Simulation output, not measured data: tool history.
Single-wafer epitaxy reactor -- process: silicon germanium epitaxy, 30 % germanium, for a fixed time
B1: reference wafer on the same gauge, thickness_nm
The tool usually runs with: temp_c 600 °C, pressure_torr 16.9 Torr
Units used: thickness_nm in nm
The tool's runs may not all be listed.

{"run": 1, "hour": 0.0, "temp_c": 600, "pressure_torr": 18.9, "B1": 66.505, "thickness_nm": 62.234}
{"run": 2, "hour": 7.3, "temp_c": 600, "pressure_torr": 18.9, "B1": 66.459, "thickness_nm": 62.079}
{"run": 3, "hour": 15.8, "temp_c": 600, "pressure_torr": 18.8, "B1": 66.497, "thickness_nm": 61.843}
{"run": 4, "hour": 24.7, "temp_c": 600, "pressure_torr": 18.8, "B1": 66.451, "thickness_nm": 62.307}
{"run": 5, "hour": 40.2, "temp_c": 600, "pressure_torr": 18.8, "B1": 66.504, "thickness_nm": 62.144}
{"run": 6, "hour": 53.7, "temp_c": 600, "pressure_torr": 16.9, "B1": 66.512, "thickness_nm": 60.205}
{"run": 7, "hour": 68.8, "temp_c": 600, "pressure_torr": 16.9, "B1": 66.544, "thickness_nm": 60.188}
{"run": 8, "hour": 84.1, "temp_c": 600, "pressure_torr": 16.9, "B1": 66.432, "thickness_nm": 60.396}
{"run": 9, "hour": 100.2, "temp_c": 600, "pressure_torr": 14.1, "B1": 66.457, "thickness_nm": 57.101}
{"run": 10, "hour": 112.8, "temp_c": 600, "pressure_torr": 14.1, "B1": 66.436, "thickness_nm": 57.156}
{"run": 11, "hour": 129.2, "temp_c": 600, "pressure_torr": 14.1, "B1": 66.447, "thickness_nm": 57.373}
{"run": 12, "hour": 142.7, "temp_c": 600, "pressure_torr": 14.4, "B1": 66.519, "thickness_nm": 57.752}
{"run": 13, "hour": 159.5, "temp_c": 600, "pressure_torr": 16.9, "B1": 66.483, "thickness_nm": 60.024}
{"run": 14, "hour": 171.4, "temp_c": 600, "pressure_torr": 16.9, "B1": 66.553, "thickness_nm": 60.596}
{"hour": 180.3, "done": "showerhead replaced"}
{"hour": 191.1, "done": "capacitance manometer re-zeroed and calibrated"}
{"run": 15, "hour": 191.6, "temp_c": 600, "pressure_torr": 16.9, "B1": 66.486, "thickness_nm": 60.383}
{"run": 16, "hour": 203.9, "temp_c": 600, "pressure_torr": 16.9, "B1": 66.483, "thickness_nm": 60.285}
{"run": 17, "hour": 212.3, "temp_c": 600, "pressure_torr": 16.9, "B1": 66.531, "thickness_nm": 60.481}
{"run": 18, "hour": 218.4, "temp_c": 600, "pressure_torr": 16.9, "B1": 66.483, "thickness_nm": 60.415}
{"run": 19, "hour": 228.4, "temp_c": 586, "pressure_torr": 19.6, "B1": 66.479, "thickness_nm": 46.83}
{"run": 20, "hour": 239.4, "temp_c": 596, "pressure_torr": 20.5, "B1": 66.473, "thickness_nm": 58.667}
{"hour": 251.0, "done": "pyrometer calibrated"}
{"run": 21, "hour": 251.5, "temp_c": 589, "pressure_torr": 18.2, "B1": 66.509, "thickness_nm": 45.213}
{"run": 22, "hour": 264.2, "temp_c": 600, "pressure_torr": 14.4, "B1": 66.563, "thickness_nm": 53.228}
{"hour": 268.0, "done": "gauge calibrated"}
{"run": 23, "hour": 278.1, "temp_c": 593, "pressure_torr": 18.2, "B1": 66.554, "thickness_nm": 49.317}
{"run": 24, "hour": 290.3, "temp_c": 600, "pressure_torr": 16.9, "B1": 66.52, "thickness_nm": 55.904}
{"run": 25, "hour": 297.1, "temp_c": 600, "pressure_torr": 16.9, "B1": 66.526, "thickness_nm": 55.742}
{"run": 26, "hour": 304.9, "temp_c": 607, "pressure_torr": 19.9, "B1": 66.505, "thickness_nm": 68.08}
{"run": 27, "hour": 320.6, "temp_c": 608, "pressure_torr": 16.9, "B1": 66.492, "thickness_nm": 65.975}
{"run": 28, "hour": 328.5, "temp_c": 591, "pressure_torr": 18.5, "B1": 66.485, "thickness_nm": 47.689}
{"run": 29, "hour": 338.5, "temp_c": 600, "pressure_torr": 16.9, "B1": 66.537, "thickness_nm": 56.048}
{"run": 30, "hour": 345.2, "temp_c": 600, "pressure_torr": 16.9, "B1": 66.534, "thickness_nm": 56.04}
{"run": 31, "hour": 355.5, "temp_c": 611, "pressure_torr": 14.4, "B1": 66.523, "thickness_nm": 67.312}
{"run": 32, "hour": 373.0, "temp_c": 610, "pressure_torr": 15.7, "B1": 66.534, "thickness_nm": 67.61}
{"run": 33, "hour": 390.2, "temp_c": 586, "pressure_torr": 19.7, "B1": 66.47, "thickness_nm": 43.824}
{"run": 34, "hour": 407.5, "temp_c": 592, "pressure_torr": 19.6, "B1": 66.575, "thickness_nm": 49.705}

5 ways to go on from here, each from the tool as it stands after run 34. What would each give?
{"run": "A", "hour": 407.9, "temp_c": 600, "pressure_torr": 16.9, "B1": "?", "thickness_nm": "?"}
{"run": "B", "hour": 407.9, "temp_c": 614, "pressure_torr": 20.7, "B1": "?", "thickness_nm": "?"}
{"run": "C", "hour": 407.9, "temp_c": 596, "pressure_torr": 19, "B1": "?", "thickness_nm": "?"}
{"run": "D", "hour": 407.9, "temp_c": 611, "pressure_torr": 16.9, "B1": "?", "thickness_nm": "?"}
{"run": "E", "hour": 407.9, "temp_c": 610, "pressure_torr": 15.5, "B1": "?", "thickness_nm": "?"}

run=A B1=66.463 thickness_nm=56.258
run=B B1=66.463 thickness_nm=79.577
run=C B1=66.463 thickness_nm=53.561
run=D B1=66.463 thickness_nm=70.507
run=E B1=66.463 thickness_nm=67.398
Take away the tool's hidden state, keep each run's random variation, and the runs would have read:
run=A thickness_nm=56.165
run=B thickness_nm=79.451
run=C thickness_nm=53.472
run=D thickness_nm=70.394
run=E thickness_nm=67.29
